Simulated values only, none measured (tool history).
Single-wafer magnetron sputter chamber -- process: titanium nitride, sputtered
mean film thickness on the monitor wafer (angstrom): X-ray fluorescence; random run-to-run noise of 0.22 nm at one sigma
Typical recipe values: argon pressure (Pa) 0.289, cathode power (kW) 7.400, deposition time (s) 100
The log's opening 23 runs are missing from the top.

| run | hour | argon pressure (Pa) | cathode power (kW) | deposition time (s) | read-back reference wafer on the same gauge, thickness_nm | mean film thickness on the monitor wafer (angstrom) |
|---|---|---|---|---|---|---|
| 24 | 581.4 | 0.360 | 7.400 | 85 | 105.021 | 1040.60 |
| 25 | 606.8 | 0.319 | 7.400 | 94 | 105.086 | 1182.37 |
| 26 | 639.5 | 0.289 | 7.400 | 112 | 105.015 | 1435.30 |
| 27 | 662.4 | 0.289 | 7.400 | 100 | 104.939 | 1280.12 |
| 28 | 692.6 | 0.351 | 7.400 | 116 | 105.021 | 1429.25 |
| 29 | 708.2 | 0.241 | 5.600 | 100 | 105.098 | 1012.23 |
| 30 | 730.3 | 0.246 | 7.950 | 106 | 104.970 | 1484.64 |
| 31 | 748.4 | 0.238 | 7.400 | 100 | 105.027 | 1319.04 |
| 32 | 770.0 | 0.220 | 7.400 | 100 | 104.956 | 1333.73 |
| 33 | 794.2 | 0.238 | 7.400 | 100 | 105.008 | 1317.76 |
| 34 | 806.3 | 0.339 | 6.500 | 119 | 105.042 | 1297.12 |

Branching from run 34: 5 alternative next runs. What would each branch give?
| A | 806.7 | 0.378 | 7.400 | 100 | ? | ? |
| B | 806.7 | 0.338 | 5.550 | 117 | ? | ? |
| C | 806.7 | 0.289 | 7.400 | 87 | ? | ? |
| D | 806.7 | 0.217 | 7.400 | 100 | ? | ? |
| E | 806.7 | 0.192 | 7.400 | 86 | ? | ? |

| run | read-back reference wafer on the same gauge, thickness_nm | mean film thickness on the monitor wafer (angstrom) |
|---|---|---|
| A | 105.048 | 1206.63 |
| B | 105.048 | 1100.50 |
| C | 105.048 | 1109.70 |
| D | 105.048 | 1335.21 |
| E | 105.048 | 1166.86 |
Had the tool no hidden state, the same runs would have come out as:
| run | mean film thickness on the monitor wafer (angstrom) |
|---|---|
| A | 1214.14 |
| B | 1107.60 |
| C | 1117.17 |
| D | 1344.78 |
| E | 1175.41 |
